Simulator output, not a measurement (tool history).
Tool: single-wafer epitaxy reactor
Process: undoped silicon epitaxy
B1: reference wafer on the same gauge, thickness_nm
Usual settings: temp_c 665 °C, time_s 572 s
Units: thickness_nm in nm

Run 1, day 0.000: usual settings; B1 111.973. Result: thickness_nm 133.190 nm.
Run 2, day 2.888: usual settings; B1 111.987. Result: thickness_nm 132.095 nm.
Run 3, day 5.158: usual settings but temp_c 654 °C, time_s 483 s; B1 112.029. Result: thickness_nm 90.586 nm.
Run 4, day 7.896: usual settings but temp_c 654 °C, time_s 483 s; B1 111.924. Result: thickness_nm 90.232 nm.
Run 5, day 9.242: usual settings; B1 112.022. Result: thickness_nm 132.126 nm.
Run 6, day 11.929: usual settings; B1 111.946. Result: thickness_nm 131.338 nm.
Run 7, day 13.117: usual settings; B1 112.003. Result: thickness_nm 131.590 nm.
Run 8, day 14.754: usual settings; B1 111.841. Result: thickness_nm 132.708 nm.
Run 9, day 18.796: usual settings; B1 112.034. Result: thickness_nm 132.293 nm.
Run 10, day 20.092: usual settings but temp_c 675 °C, time_s 511 s; B1 111.954. Result: thickness_nm 141.283 nm.
Run 11, day 22.912: usual settings but temp_c 675 °C, time_s 511 s; B1 111.981. Result: thickness_nm 141.510 nm.
At day 25.567: pyrometer calibrated.
Run 12, day 29.729: usual settings but temp_c 654 °C, time_s 483 s; B1 111.871. Result: thickness_nm 90.631 nm.
At day 30.846: gauge calibrated.
Run 13, day 31.912: usual settings; B1 112.162. Result: thickness_nm 132.038 nm.
Run 14, day 34.654: usual settings; B1 112.110. Result: thickness_nm 131.019 nm.
Run 15, day 35.954: usual settings; B1 112.117. Result: thickness_nm 132.632 nm.
Run 16, day 37.267: usual settings but temp_c 655 °C, time_s 475 s; B1 111.990. Result: thickness_nm 90.802 nm.
Run 17, day 38.542: usual settings but temp_c 657 °C, time_s 661 s; B1 111.941. Result: thickness_nm 131.617 nm.
Run 18, day 40.167: usual settings but temp_c 656 °C; B1 112.027. Result: thickness_nm 109.979 nm.
Run 19, day 41.654: usual settings; B1 112.053. Result: thickness_nm 131.633 nm.
Run 20, day 44.262: usual settings but temp_c 678 °C, time_s 642 s; B1 112.123. Result: thickness_nm 189.221 nm.
Run 21, day 47.083: usual settings but temp_c 672 °C, time_s 602 s; B1 111.987. Result: thickness_nm 159.351 nm.
Run 22, day 49.367: usual settings but temp_c 674 °C, time_s 651 s; B1 111.964. Result: thickness_nm 177.609 nm.
Run 23, day 52.338: usual settings but temp_c 677 °C, time_s 479 s; B1 112.007. Result: thickness_nm 138.644 nm.

4 ways to go on from here, each from the tool as it stands after run 23. What would each give?
Run A, day 52.362: usual settings; B1 ?. Result: thickness_nm ?.
Run B, day 52.362: usual settings but temp_c 672 °C, time_s 463 s; B1 ?. Result: thickness_nm ?.
Run C, day 52.362: usual settings but time_s 512 s; B1 ?. Result: thickness_nm ?.
Run D, day 52.362: usual settings but time_s 612 s; B1 ?. Result: thickness_nm ?.

run       B1  thickness_nm
  A  112.026       131.739
  B  112.026       121.531
  C  112.026       117.920
  D  112.026       140.951
Without the tool's hidden state the same runs would have given:
run  thickness_nm
  A       131.739
  B       121.531
  C       117.920
  D       140.951

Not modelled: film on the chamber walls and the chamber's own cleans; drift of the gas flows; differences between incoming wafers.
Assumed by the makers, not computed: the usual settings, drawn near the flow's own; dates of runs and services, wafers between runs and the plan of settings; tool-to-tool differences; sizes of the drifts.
